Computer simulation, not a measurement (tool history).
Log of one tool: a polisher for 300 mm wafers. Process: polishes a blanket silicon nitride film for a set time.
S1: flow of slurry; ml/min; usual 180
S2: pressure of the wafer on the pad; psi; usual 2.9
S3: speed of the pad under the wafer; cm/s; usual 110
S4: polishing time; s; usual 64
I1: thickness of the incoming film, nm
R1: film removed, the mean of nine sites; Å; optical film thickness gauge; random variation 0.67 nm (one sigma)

| run | day | S1 | S2 | S3 | S4 | I1 | R1 |
|---|---|---|---|---|---|---|---|
| 1 | 0 | 155 | 2.9 | 110 | 64 | 521.1 | 1010 |
| 2 | 2.071 | 155 | 2.9 | 110 | 64 | 513.1 | 976 |
| 3 | 4.575 | 180 | 2.9 | 110 | 64 | 513.4 | 995 |
|  | 7.45 | slurry nozzle cleaned |
| 4 | 8.192 | 180 | 2.9 | 110 | 64 | 517.5 | 1040 |
|  | 9.171 | worn pad replaced by a new one |
| 5 | 11.333 | 180 | 2.9 | 88 | 64 | 511 | 898 |
| 6 | 14.612 | 180 | 2.9 | 88 | 64 | 509.5 | 876 |
| 7 | 16.738 | 180 | 2.9 | 88 | 64 | 504.2 | 852 |
| 8 | 18.779 | 140 | 3.6 | 110 | 64 | 518.9 | 1107 |
| 9 | 20.492 | 180 | 2.9 | 86 | 64 | 513.4 | 807 |
|  | 21.633 | slurry nozzle cleaned |
| 10 | 22.333 | 180 | 2.9 | 86 | 64 | 512.2 | 859 |
|  | 22.792 | worn pad replaced by a new one |
| 11 | 25.329 | 180 | 2.9 | 110 | 64 | 506.4 | 1051 |
| 12 | 26.875 | 200 | 2.9 | 110 | 50 | 510.9 | 833 |
| 13 | 31.3 | 235 | 2.9 | 136 | 64 | 508.1 | 1274 |
| 14 | 34.083 | 180 | 2.9 | 128 | 64 | 502.1 | 1120 |
| 15 | 36.588 | 180 | 2.9 | 132 | 64 | 505.8 | 1115 |
|  | 37.383 | slurry nozzle cleaned |
|  | 38.342 | worn pad replaced by a new one |
| 16 | 38.675 | 120 | 2.2 | 110 | 64 | 515.4 | 845 |
| 17 | 40.575 | 180 | 2.9 | 110 | 82 | 504.6 | 1366 |
|  | 43.275 | head pressure recalibrated |
|  | 51.483 | slurry nozzle cleaned |
|  | 53.892 | worn pad replaced by a new one |
| 18 | 53.975 | 180 | 2.9 | 110 | 64 | 507.6 | 1074 |
| 19 | 57.95 | 180 | 2.9 | 110 | 64 | 500.6 | 1044 |
| 20 | 60.542 | 180 | 2.9 | 110 | 64 | 508.8 | 1022 |
| 21 | 62.738 | 180 | 2.9 | 110 | 64 | 505.7 | 997 |
|  | 66.138 | slurry nozzle cleaned |
| 22 | 66.158 | 145 | 3.2 | 110 | 64 | 510.2 | 1065 |
|  | 69.558 | worn pad replaced by a new one |
| 23 | 69.579 | 180 | 2.1 | 134 | 57 | 510.4 | 934 |
| 24 | 71.792 | 180 | 2.9 | 110 | 56 | 506.4 | 918 |

3 ways to go on from here, each from the tool as it stands after run 24. What would each give?
| A | 71.812 | 140 | 2.9 | 110 | 64 | 506.5 | ? |
| B | 71.812 | 125 | 3.2 | 136 | 71 | 506.5 | ? |
| C | 71.812 | 120 | 2.9 | 144 | 64 | 506.5 | ? |

| run | R1 |
|---|---|
| A | 998 |
| B | 1365 |
| C | 1191 |
Without the tool's hidden state the same runs would have given:
| run | R1 |
|---|---|
| A | 1039 |
| B | 1423 |
| C | 1243 |
